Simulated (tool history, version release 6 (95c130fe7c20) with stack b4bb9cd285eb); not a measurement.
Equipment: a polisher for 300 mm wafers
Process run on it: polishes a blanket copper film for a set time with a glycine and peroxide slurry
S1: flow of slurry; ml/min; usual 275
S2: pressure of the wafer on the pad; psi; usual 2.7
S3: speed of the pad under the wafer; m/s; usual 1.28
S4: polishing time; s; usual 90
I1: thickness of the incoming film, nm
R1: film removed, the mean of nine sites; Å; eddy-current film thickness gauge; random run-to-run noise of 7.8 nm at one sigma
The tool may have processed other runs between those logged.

| run | hour | S1 | S2 | S3 | S4 | I1 | R1 |
|---|---|---|---|---|---|---|---|
| 1 | 0.0 | 275 | 2.7 | 1.28 | 90 | 2159.4 | 6735 |
| 2 | 43.2 | 275 | 2.7 | 1.28 | 90 | 2132.5 | 6713 |
|  | 62.9 | worn pad replaced by a new one |
| 3 | 94.9 | 275 | 2.7 | 1.28 | 90 | 2112.2 | 6589 |
|  | 114.9 | slurry nozzle cleaned |
| 4 | 150.0 | 220 | 2.7 | 1.28 | 90 | 2118.5 | 6670 |
| 5 | 196.7 | 275 | 2.7 | 1.28 | 90 | 2139.9 | 6778 |
| 6 | 234.7 | 275 | 2.7 | 1.28 | 90 | 2152.7 | 6689 |
|  | 241.2 | head pressure recalibrated |
|  | 273.3 | worn pad replaced by a new one |
| 7 | 280.7 | 275 | 2.7 | 1.28 | 90 | 2114.3 | 6341 |
|  | 336.3 | slurry nozzle cleaned |
| 8 | 338.3 | 275 | 2.7 | 1.28 | 90 | 2120.4 | 6761 |
|  | 463.4 | worn pad replaced by a new one |
| 9 | 491.3 | 275 | 2.7 | 1.28 | 90 | 2121.3 | 6566 |
|  | 508.0 | head pressure recalibrated |
| 10 | 529.2 | 210 | 3.2 | 1.48 | 117 | 2125.9 | 9811 |
|  | 567.0 | slurry nozzle cleaned |
| 11 | 579.6 | 180 | 2.7 | 1.28 | 90 | 2142.3 | 6440 |
| 12 | 631.1 | 275 | 2.7 | 1.28 | 90 | 2146.8 | 6840 |
|  | 643.3 | worn pad replaced by a new one |
| 13 | 676.2 | 220 | 2.7 | 1.28 | 90 | 2143.3 | 6527 |
|  | 753.5 | slurry nozzle cleaned |
|  | 804.4 | head pressure recalibrated |
|  | 823.1 | worn pad replaced by a new one |
| 14 | 856.2 | 320 | 3.1 | 1.04 | 101 | 2144.2 | 7171 |
| 15 | 920.5 | 275 | 2.7 | 1.28 | 99 | 2122.5 | 7193 |
|  | 966.2 | slurry nozzle cleaned |
| 16 | 982.7 | 275 | 2.7 | 1.28 | 90 | 2143.2 | 6748 |
| 17 | 1011.0 | 275 | 3.1 | 1.28 | 90 | 2116.0 | 7495 |
|  | 1028.6 | worn pad replaced by a new one |
| 18 | 1045.8 | 200 | 2.7 | 1.28 | 104 | 2119.8 | 7374 |

Forecast each of these 3 alternatives for the next run:
| A | 1046.3 | 345 | 2.7 | 1.28 | 90 | 2131.6 | ? |
| B | 1046.3 | 215 | 2.7 | 1.28 | 90 | 2131.6 | ? |
| C | 1046.3 | 305 | 1.8 | 1.28 | 90 | 2131.6 | ? |

| run | R1 |
|---|---|
| A | 6850 |
| B | 6426 |
| C | 5146 |
Without the tool's unlogged condition, the same runs would have read:
| run | R1 |
|---|---|
| A | 6979 |
| B | 6626 |
| C | 5257 |
